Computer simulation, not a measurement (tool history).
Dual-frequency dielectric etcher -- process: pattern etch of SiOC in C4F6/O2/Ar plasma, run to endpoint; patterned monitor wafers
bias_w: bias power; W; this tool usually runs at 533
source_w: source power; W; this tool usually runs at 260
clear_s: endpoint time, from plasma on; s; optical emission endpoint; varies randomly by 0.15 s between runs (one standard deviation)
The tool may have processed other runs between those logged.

run   hour  bias_w  source_w  incoming incoming film thickness, nm  clear_s
  1    0.0     533       260                                 45.29     17.5
  2   14.8     533       260                                 45.45     17.8
  3   23.4     533       260                                 44.82     17.3
  4   36.2     533       260                                 45.82     17.4
  5   51.8     533       260                                 45.26     17.4
  6   57.9     618       270                                 45.78     16.5
  7   71.9     618       270                                 45.72     16.4
  8   88.3     618       270                                 45.61     16.3
  9   97.1     533       260                                 45.74     17.3
 10  113.8     533       260                                 45.22     17.2
 11  127.0     533       260                                 45.30     16.9
 12  136.0     533       260                                 45.59     17.3
 13  151.1     457       260                                 45.44     18.3
 14  180.7     457       260                                 45.69     19.5
 15  181.0     457       260                                 45.81     19.5
 16  183.1     497       260                                 45.25     18.8
 17  189.4     613       260                                 45.99     17.7
 18  203.4     469       300                                 45.47     18.2
 19  218.4     441       280                                 45.42     19.1
 20  228.4     457       260                                 45.20     18.9
 21  241.7     533       260                                 45.55     18.0
 22  259.4     457       260                                 45.64     19.5
 23  276.9     578       260                                 45.04     17.2
 24  307.2     613       260                                 45.68     17.1
 25  307.5     644       290                                 45.04     16.0
 26  324.6     457       260                                 45.41     19.0
 27  335.1     475       260                                 45.65     18.9
 28  341.9     445       220                                 45.52     20.3
 29  354.1     456       260                                 45.12     18.7
 30  365.1     533       260                                 45.40     17.9
 31  373.5     533       230                                 45.06     18.9
 32  390.1     644       290                                 45.34     16.0
 33  404.5     464       310                                 45.75     17.7

Taken out of this log: 4 entries between the listed runs. Where each belongs, and how the hidden state differs across it:
From run 10 to run 11: source power generator calibrated (hour 122.4)
  etch rate over this chamber's usual, %: 5 -> 5.16
  measured result minus the result with no hidden state, clear_s: -0.9 -> -0.9 s
From run 13 to run 14: bias power generator calibrated (hour 172.4); wet clean of the chamber (hour 180.2)
  etch rate over this chamber's usual, %: 5.46 -> -0.487
  measured result minus the result with no hidden state, clear_s: -1.0 -> +0.1 s
From run 23 to run 24: upper electrode replaced (hour 306.7)
  etch rate over this chamber's usual, %: 0.691 -> 1.06
  measured result minus the result with no hidden state, clear_s: -0.1 -> -0.2 s
